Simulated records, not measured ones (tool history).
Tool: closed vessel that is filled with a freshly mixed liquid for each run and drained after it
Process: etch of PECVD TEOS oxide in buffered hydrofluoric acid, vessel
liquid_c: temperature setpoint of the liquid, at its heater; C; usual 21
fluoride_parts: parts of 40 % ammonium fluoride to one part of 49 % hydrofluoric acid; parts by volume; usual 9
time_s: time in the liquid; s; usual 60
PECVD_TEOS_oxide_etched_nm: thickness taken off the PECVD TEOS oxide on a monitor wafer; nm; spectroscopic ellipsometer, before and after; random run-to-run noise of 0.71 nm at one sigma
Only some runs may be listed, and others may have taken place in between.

run,hour,liquid_c,fluoride_parts,time_s,wafers since the last listed run,hours since the thermometer was replaced,hours since the hydrofluoric acid flow meter was replaced,hours since the gauge calibration,"read-back film thickness of the PECVD TEOS oxide reference wafer, read on the same gauge (nm)",PECVD_TEOS_oxide_etched_nm
1,0,21,9,35,0,1379.9,792,951.9,100.04,65.91
2,55.7,21,9,35,3450,1435.6,847.7,1007.6,99.98,66.25
# hour 79.6: gauge calibrated
3,104.8,21,9,35,3041,1484.7,896.8,25.2,100.01,65.87
4,198.9,21,9,60,5828,1578.8,990.9,119.3,99.99,112.14
5,252.8,21,9,60,3338,1632.7,1044.8,173.2,99.99,113.14
6,358,21,9,60,6516,1737.9,1150,278.4,99.97,112.93
7,441.7,21,9,60,5184,1821.6,1233.7,362.1,99.97,112.92
8,519.9,21,11,60,4843,1899.8,1311.9,440.3,100,95.39
9,618.4,21,11,60,6101,1998.3,1410.4,538.8,100.02,96.3
10,708.8,21,9,60,5599,2088.7,1500.8,629.2,99.96,111.67
11,806.4,21,10,60,6045,2186.3,1598.4,726.8,100,104.71
12,874.2,21,10,60,4199,2254.1,1666.2,794.6,100.03,104.51
13,910.8,21,9,60,2267,2290.7,1702.8,831.2,99.97,112.02
14,1104.4,19,12,80,11992,2484.3,1896.4,1024.8,99.99,104.8
15,1142.3,23.5,7,90,2347,2522.2,1934.3,1062.7,100.01,251.39
# hour 1156.7: gauge calibrated
16,1178.6,17,10.5,70,2248,2558.5,1970.6,21.9,100,93.1
17,1238.2,21,9,60,3691,2618.1,2030.2,81.5,99.94,111.85
18,1334.9,17.5,9,90,5989,2714.8,2126.9,178.2,99.98,137.1
19,1402.3,22.5,10,75,4174,2782.2,2194.3,245.6,100,141.8
# hour 1444.1: thermometer replaced
20,1506.9,21,9,60,6417,62.8,2298.9,350.2,99.98,116.46
21,1572,21,7.5,40,4032,127.9,2364,415.3,100.03,93.83
22,1652.7,21,9,60,4998,208.6,2444.7,496,100,114.88
# hour 1694.5: hydrofluoric acid flow meter replaced
23,1732,23.5,6,45,4850,287.9,37.5,575.3,99.99,147.67
24,1827.4,21,9,60,5909,383.3,132.9,670.7,99.99,114.51
25,1914.3,21,9,60,5382,470.2,219.8,757.6,100,114.76
26,2068.4,22.5,6,60,9545,624.3,373.9,911.7,100.02,184.33
27,2124.9,21,9,95,3499,680.8,430.4,968.2,99.99,181.03

Below are 4 alternative next runs, each starting from the tool's condition after run 27. Predict each:
A,2125.6,18.5,9,60,43,681.5,431.1,968.9,?,?
B,2125.6,21,10.5,50,43,681.5,431.1,968.9,?,?
C,2125.6,21,7,60,43,681.5,431.1,968.9,?,?
D,2125.6,17,9,30,43,681.5,431.1,968.9,?,?

run,"read-back film thickness of the PECVD TEOS oxide reference wafer, read on the same gauge (nm)",PECVD_TEOS_oxide_etched_nm
A,100.01,99.75
B,100.01,85.36
C,100.01,150.69
D,100.01,45.8
With the hidden condition removed and each run's random variation left untouched, the same runs would have given:
run,PECVD_TEOS_oxide_etched_nm
A,101.17
B,86.56
C,152.8
D,46.45

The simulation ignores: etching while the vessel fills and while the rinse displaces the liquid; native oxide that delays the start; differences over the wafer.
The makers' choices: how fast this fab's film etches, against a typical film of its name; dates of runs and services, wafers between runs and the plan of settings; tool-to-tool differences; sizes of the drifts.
